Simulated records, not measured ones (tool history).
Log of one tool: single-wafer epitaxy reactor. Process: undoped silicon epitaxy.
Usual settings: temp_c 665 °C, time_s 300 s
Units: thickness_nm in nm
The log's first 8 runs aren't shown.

run	day	temp_c	time_s	wafers since the last listed run	hours since the last pyrometer calibration	hours since the gauge calibration	read-back reference wafer on the same gauge, thickness_nm	thickness_nm
9	3.821	665	300	98	1371.3	274.1	60.493	66.713
10	4.229	665	300	56	1381.1	283.9	60.624	67.372
11	4.671	665	300	61	1391.7	294.5	60.689	66.465
12	4.992	665	300	44	1399.4	302.2	60.598	66.572
13	5.258	665	300	37	1405.8	308.6	60.633	66.782
# day 6.533: pyrometer calibrated
14	7.296	665	300	237	18.3	357.5	60.572	66.861
15	7.992	665	300	97	35	374.2	60.63	67.361
16	8.329	665	300	47	43.1	382.3	60.536	66.612
17	8.6	658	245	37	49.6	388.8	60.545	46.422
18	9.1	658	250	69	61.6	400.8	60.632	48.165
19	9.742	678	265	89	77	416.2	60.561	77.985
20	10.367	675	255	87	92	431.2	60.567	70.319
21	11.029	665	332	92	107.9	447.1	60.525	74.637
22	11.292	665	283	36	114.2	453.4	60.549	63.45
23	11.829	665	335	74	127.1	466.3	60.619	74.723
# day 12.025: gauge calibrated
24	12.546	670	300	99	144.3	12.5	60.631	74.464
25	13.283	665	300	102	162	30.2	60.599	67.056
26	14.596	665	300	183	193.5	61.7	60.617	66.824
27	15.138	665	300	75	206.5	74.7	60.552	66.349
28	15.883	675	282	104	224.4	92.6	60.543	77.938
29	16.162	652	241	38	231.1	99.3	60.591	40.2
30	17.658	659	273	208	267	135.2	60.598	52.894
31	18.017	665	300	49	275.6	143.8	60.513	66.619
32	18.742	678	265	101	293	161.2	60.636	78.184

Forecast each of these 5 alternatives for the next run:
A	18.762	665	300	2	293.5	161.7	?	?
B	18.762	671	353	2	293.5	161.7	?	?
C	18.762	671	300	2	293.5	161.7	?	?
D	18.762	678	300	2	293.5	161.7	?	?
E	18.762	661	284	2	293.5	161.7	?	?

run	read-back reference wafer on the same gauge, thickness_nm	thickness_nm
A	60.658	66.453
B	60.658	89.202
C	60.658	75.809
D	60.658	88.207
E	60.658	57.564
Without the tool's hidden state the same runs would have given:
run	thickness_nm
A	66.453
B	89.202
C	75.809
D	88.207
E	57.564

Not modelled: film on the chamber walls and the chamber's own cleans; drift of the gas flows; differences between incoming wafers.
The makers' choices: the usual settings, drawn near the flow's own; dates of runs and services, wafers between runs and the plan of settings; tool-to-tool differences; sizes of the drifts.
